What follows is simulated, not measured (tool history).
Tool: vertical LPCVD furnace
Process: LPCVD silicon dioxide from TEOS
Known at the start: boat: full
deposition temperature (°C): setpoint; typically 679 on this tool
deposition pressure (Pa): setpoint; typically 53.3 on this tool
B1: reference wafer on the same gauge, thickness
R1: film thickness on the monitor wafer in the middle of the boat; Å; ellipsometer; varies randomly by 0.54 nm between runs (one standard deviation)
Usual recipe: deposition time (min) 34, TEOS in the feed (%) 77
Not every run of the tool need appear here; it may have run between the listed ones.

run 1 hour=0 | deposition_temperature_(°C)=679 deposition_pressure_(Pa)=58 deposition_time_(min)=34 TEOS_in_the_feed_(%)=77 | B1=170.05 | R1=2299
run 2 hour=16.2 | deposition_temperature_(°C)=679 deposition_pressure_(Pa)=53.3 deposition_time_(min)=34 TEOS_in_the_feed_(%)=77 | B1=170.11 | R1=2202.2
-- hour=38.4 gauge calibrated
run 3 hour=47 | deposition_temperature_(°C)=679 deposition_pressure_(Pa)=53.3 deposition_time_(min)=34 TEOS_in_the_feed_(%)=77 | B1=169.92 | R1=2208.5
-- hour=72.5 thermocouples replaced and temperature profile calibrated
run 4 hour=73 | deposition_temperature_(°C)=679 deposition_pressure_(Pa)=53.3 deposition_time_(min)=34 TEOS_in_the_feed_(%)=77 | B1=169.89 | R1=1995.4
run 5 hour=77.9 | deposition_temperature_(°C)=679 deposition_pressure_(Pa)=53.3 deposition_time_(min)=43.5 TEOS_in_the_feed_(%)=77 | B1=170 | R1=2543.8
run 6 hour=87.7 | deposition_temperature_(°C)=679 deposition_pressure_(Pa)=53.3 deposition_time_(min)=43.5 TEOS_in_the_feed_(%)=77 | B1=169.95 | R1=2541.5
-- hour=112.9 TEOS flow controller replaced
run 7 hour=113.4 | deposition_temperature_(°C)=679 deposition_pressure_(Pa)=53.3 deposition_time_(min)=43.5 TEOS_in_the_feed_(%)=77 | B1=170.08 | R1=2548.6
run 8 hour=128 | deposition_temperature_(°C)=679 deposition_pressure_(Pa)=53.3 deposition_time_(min)=34 TEOS_in_the_feed_(%)=77 | B1=170.01 | R1=1989.4
run 9 hour=137.5 | deposition_temperature_(°C)=686 deposition_pressure_(Pa)=49.3 deposition_time_(min)=34 TEOS_in_the_feed_(%)=77 | B1=170.05 | R1=2270
run 10 hour=151.7 | deposition_temperature_(°C)=679 deposition_pressure_(Pa)=53.3 deposition_time_(min)=34 TEOS_in_the_feed_(%)=77 | B1=170.19 | R1=1995.5
run 11 hour=172.3 | deposition_temperature_(°C)=679 deposition_pressure_(Pa)=53.3 deposition_time_(min)=34 TEOS_in_the_feed_(%)=77 | B1=169.94 | R1=1997.2
run 12 hour=183.5 | deposition_temperature_(°C)=679 deposition_pressure_(Pa)=66.7 deposition_time_(min)=45 TEOS_in_the_feed_(%)=67 | B1=170.09 | R1=2770.9
run 13 hour=198.9 | deposition_temperature_(°C)=674 deposition_pressure_(Pa)=64.7 deposition_time_(min)=34 TEOS_in_the_feed_(%)=83 | B1=170 | R1=2035.6
run 14 hour=206.5 | deposition_temperature_(°C)=674 deposition_pressure_(Pa)=53.3 deposition_time_(min)=34 TEOS_in_the_feed_(%)=82 | B1=169.9 | R1=1828
run 15 hour=215 | deposition_temperature_(°C)=675 deposition_pressure_(Pa)=53.3 deposition_time_(min)=28.5 TEOS_in_the_feed_(%)=77 | B1=169.96 | R1=1523.2
run 16 hour=231.2 | deposition_temperature_(°C)=679 deposition_pressure_(Pa)=46 deposition_time_(min)=34 TEOS_in_the_feed_(%)=77 | B1=169.91 | R1=1872.8
run 17 hour=250.7 | deposition_temperature_(°C)=673 deposition_pressure_(Pa)=44.7 deposition_time_(min)=34 TEOS_in_the_feed_(%)=77 | B1=169.89 | R1=1599.9
run 18 hour=257.6 | deposition_temperature_(°C)=676 deposition_pressure_(Pa)=48 deposition_time_(min)=34 TEOS_in_the_feed_(%)=63 | B1=169.97 | R1=1603.2
run 19 hour=269.2 | deposition_temperature_(°C)=676 deposition_pressure_(Pa)=53.3 deposition_time_(min)=34 TEOS_in_the_feed_(%)=72 | B1=169.93 | R1=1807.4
-- hour=296.7 pressure gauge zeroed
run 20 hour=297.2 | deposition_temperature_(°C)=670 deposition_pressure_(Pa)=53.3 deposition_time_(min)=39.5 TEOS_in_the_feed_(%)=77 | B1=170.11 | R1=1887
-- hour=304.4 gauge calibrated
run 21 hour=307.9 | deposition_temperature_(°C)=679 deposition_pressure_(Pa)=53.3 deposition_time_(min)=34 TEOS_in_the_feed_(%)=77 | B1=170.03 | R1=2015.4
run 22 hour=317.8 | deposition_temperature_(°C)=685 deposition_pressure_(Pa)=53.3 deposition_time_(min)=34 TEOS_in_the_feed_(%)=77 | B1=170 | R1=2338.5
run 23 hour=327.3 | deposition_temperature_(°C)=668 deposition_pressure_(Pa)=53.3 deposition_time_(min)=34 TEOS_in_the_feed_(%)=84 | B1=169.75 | R1=1618.4
run 24 hour=336 | deposition_temperature_(°C)=673 deposition_pressure_(Pa)=53.3 deposition_time_(min)=34 TEOS_in_the_feed_(%)=83 | B1=169.78 | R1=1820.5
run 25 hour=346.8 | deposition_temperature_(°C)=673 deposition_pressure_(Pa)=44.7 deposition_time_(min)=34 TEOS_in_the_feed_(%)=77 | B1=170.08 | R1=1603.9
run 26 hour=365.5 | deposition_temperature_(°C)=679 deposition_pressure_(Pa)=53.3 deposition_time_(min)=34 TEOS_in_the_feed_(%)=77 | B1=170.14 | R1=2028.2
run 27 hour=378.2 | deposition_temperature_(°C)=679 deposition_pressure_(Pa)=53.3 deposition_time_(min)=38 TEOS_in_the_feed_(%)=89 | B1=169.93 | R1=2440.9
run 28 hour=385.6 | deposition_temperature_(°C)=679 deposition_pressure_(Pa)=53.3 deposition_time_(min)=34 TEOS_in_the_feed_(%)=77 | B1=169.97 | R1=2035.1
run 29 hour=399 | deposition_temperature_(°C)=686 deposition_pressure_(Pa)=53.3 deposition_time_(min)=34 TEOS_in_the_feed_(%)=87 | B1=169.97 | R1=2570.7
run 30 hour=409 | deposition_temperature_(°C)=679 deposition_pressure_(Pa)=53.3 deposition_time_(min)=34 TEOS_in_the_feed_(%)=77 | B1=170.02 | R1=2038.5

Selected run-to-run steps in R1, each split into two signed amounts: the part the tool would show with no hidden state at all (from settings, incoming material and random variation), and the remainder, which goes to the hidden state together with any gauge scatter not common to the measured and the hidden-state-free results:
Hidden conditions of the tool in this case: true tube temperature minus thermocouple reading, K; true pressure minus gauge reading, mTorr; deviation of the TEOS flow from its setpoint, %; gauge reads high (%).
Run 3 -> 4: thermocouples replaced and temperature profile calibrated. R1 -213.1 Å: hidden state -225, all else +11.9.
Run 11 -> 12: deposition pressure (Pa) 53.3 -> 66.7, deposition time (min) 34 -> 45, TEOS in the feed (%) 77 -> 67. R1 +773.7 Å: hidden state +11.1, all else +762.6.
Run 12 -> 13: deposition temperature (°C) 679 -> 674, deposition pressure (Pa) 66.7 -> 64.7, deposition time (min) 45 -> 34, TEOS in the feed (%) 67 -> 83. R1 -735.3 Å: hidden state -6.3, all else -729.
Run 22 -> 23: deposition temperature (°C) 685 -> 668, TEOS in the feed (%) 77 -> 84. R1 -720.1 Å: hidden state -13.1, all else -707.
Run 28 -> 29: deposition temperature (°C) 679 -> 686, TEOS in the feed (%) 77 -> 87. R1 +535.6 Å: hidden state +15.3, all else +520.3.
